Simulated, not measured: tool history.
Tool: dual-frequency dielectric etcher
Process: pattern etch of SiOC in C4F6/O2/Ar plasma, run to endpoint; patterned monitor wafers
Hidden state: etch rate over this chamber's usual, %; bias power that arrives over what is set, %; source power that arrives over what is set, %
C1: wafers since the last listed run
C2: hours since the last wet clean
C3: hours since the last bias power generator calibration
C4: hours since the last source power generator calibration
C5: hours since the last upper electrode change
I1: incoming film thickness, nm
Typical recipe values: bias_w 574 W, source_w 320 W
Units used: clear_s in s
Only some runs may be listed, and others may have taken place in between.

Run 1, day 0.000: usual settings but bias_w 461 W, source_w 350 W; C1 0; C2 237.9; C3 2955.2; C4 3601.6; C5 4724.1; I1 32.14. Result: clear_s 12.3 s.
Run 2, day 0.525: usual settings but bias_w 461 W, source_w 350 W; C1 189; C2 250.5; C3 2967.8; C4 3614.2; C5 4736.7; I1 32.34. Result: clear_s 12.3 s.
Run 3, day 0.883: usual settings; C1 129; C2 259.1; C3 2976.4; C4 3622.8; C5 4745.3; I1 32.13. Result: clear_s 11.4 s.
Run 4, day 1.454: usual settings; C1 206; C2 272.8; C3 2990.1; C4 3636.5; C5 4759.0; I1 32.47. Result: clear_s 11.6 s.
Run 5, day 1.817: usual settings; C1 131; C2 281.5; C3 2998.8; C4 3645.2; C5 4767.7; I1 32.16. Result: clear_s 11.6 s.
Run 6, day 3.458: usual settings; C1 593; C2 320.9; C3 3038.2; C4 3684.6; C5 4807.1; I1 32.31. Result: clear_s 11.3 s.
Run 7, day 3.892: usual settings; C1 156; C2 331.3; C3 3048.6; C4 3695.0; C5 4817.5; I1 32.45. Result: clear_s 11.5 s.
At day 4.350: source power generator calibrated.
Run 8, day 4.371: usual settings; C1 113; C2 342.8; C3 3060.1; C4 0.5; C5 4829.0; I1 32.29. Result: clear_s 11.6 s.
Run 9, day 5.079: usual settings but bias_w 537 W, source_w 300 W; C1 256; C2 359.8; C3 3077.1; C4 17.5; C5 4846.0; I1 32.15. Result: clear_s 11.9 s.
At day 6.479: upper electrode replaced.
Run 10, day 6.500: usual settings but bias_w 537 W, source_w 300 W; C1 152; C2 393.9; C3 3111.2; C4 51.6; C5 0.5; I1 32.54. Result: clear_s 12.2 s.
Run 11, day 6.512: usual settings but bias_w 537 W, source_w 300 W; C1 4; C2 394.2; C3 3111.5; C4 51.9; C5 0.8; I1 32.72. Result: clear_s 12.1 s.
At day 7.938: wet clean of the chamber.
Run 12, day 7.958: usual settings but bias_w 611 W, source_w 350 W; C1 161; C2 0.5; C3 3146.2; C4 86.6; C5 35.5; I1 32.11. Result: clear_s 10.9 s.
Run 13, day 7.975: usual settings but bias_w 656 W, source_w 250 W; C1 6; C2 0.9; C3 3146.6; C4 87.0; C5 35.9; I1 32.75. Result: clear_s 11.9 s.
Run 14, day 7.988: usual settings; C1 4; C2 1.2; C3 3146.9; C4 87.3; C5 36.2; I1 32.74. Result: clear_s 11.7 s.
Run 15, day 8.275: usual settings; C1 104; C2 8.1; C3 3153.8; C4 94.2; C5 43.1; I1 32.43. Result: clear_s 11.5 s.
At day 8.658: bias power generator calibrated.
Run 16, day 8.988: usual settings but bias_w 692 W, source_w 240 W; C1 197; C2 25.2; C3 7.9; C4 111.3; C5 60.2; I1 32.42. Result: clear_s 11.3 s.
Run 17, day 9.604: usual settings but source_w 340 W; C1 223; C2 40.0; C3 22.7; C4 126.1; C5 75.0; I1 32.31. Result: clear_s 11.3 s.
Run 18, day 10.242: usual settings; C1 230; C2 55.3; C3 38.0; C4 141.4; C5 90.3; I1 32.44. Result: clear_s 11.6 s.
Run 19, day 10.567: usual settings but bias_w 616 W, source_w 280 W; C1 117; C2 63.1; C3 45.8; C4 149.2; C5 98.1; I1 31.95. Result: clear_s 11.5 s.
Run 20, day 11.221: usual settings but source_w 360 W; C1 236; C2 78.8; C3 61.5; C4 164.9; C5 113.8; I1 32.58. Result: clear_s 11.4 s.
Run 21, day 11.796: usual settings but bias_w 641 W, source_w 360 W; C1 208; C2 92.6; C3 75.3; C4 178.7; C5 127.6; I1 32.30. Result: clear_s 10.7 s.
Run 22, day 12.450: usual settings but source_w 250 W; C1 236; C2 108.3; C3 91.0; C4 194.4; C5 143.3; I1 32.53. Result: clear_s 12.3 s.
Run 23, day 12.742: usual settings but bias_w 615 W, source_w 270 W; C1 105; C2 115.3; C3 98.0; C4 201.4; C5 150.3; I1 32.08. Result: clear_s 11.6 s.

3 ways to go on from here, each from the tool as it stands after run 23. What would each give?
Run A, day 12.758: usual settings but source_w 240 W; C1 6; C2 115.7; C3 98.4; C4 201.8; C5 150.7; I1 32.35. Result: clear_s ?.
Run B, day 12.758: usual settings but bias_w 465 W, source_w 290 W; C1 6; C2 115.7; C3 98.4; C4 201.8; C5 150.7; I1 32.35. Result: clear_s ?.
Run C, day 12.758: usual settings but bias_w 684 W, source_w 380 W; C1 6; C2 115.7; C3 98.4; C4 201.8; C5 150.7; I1 32.35. Result: clear_s ?.

run  clear_s
  A     12.4
  B     12.9
  C     10.4
Stripped of hidden state, with their random variation kept, the same runs would have yielded:
run  clear_s
  A     12.4
  B     12.9
  C     10.4
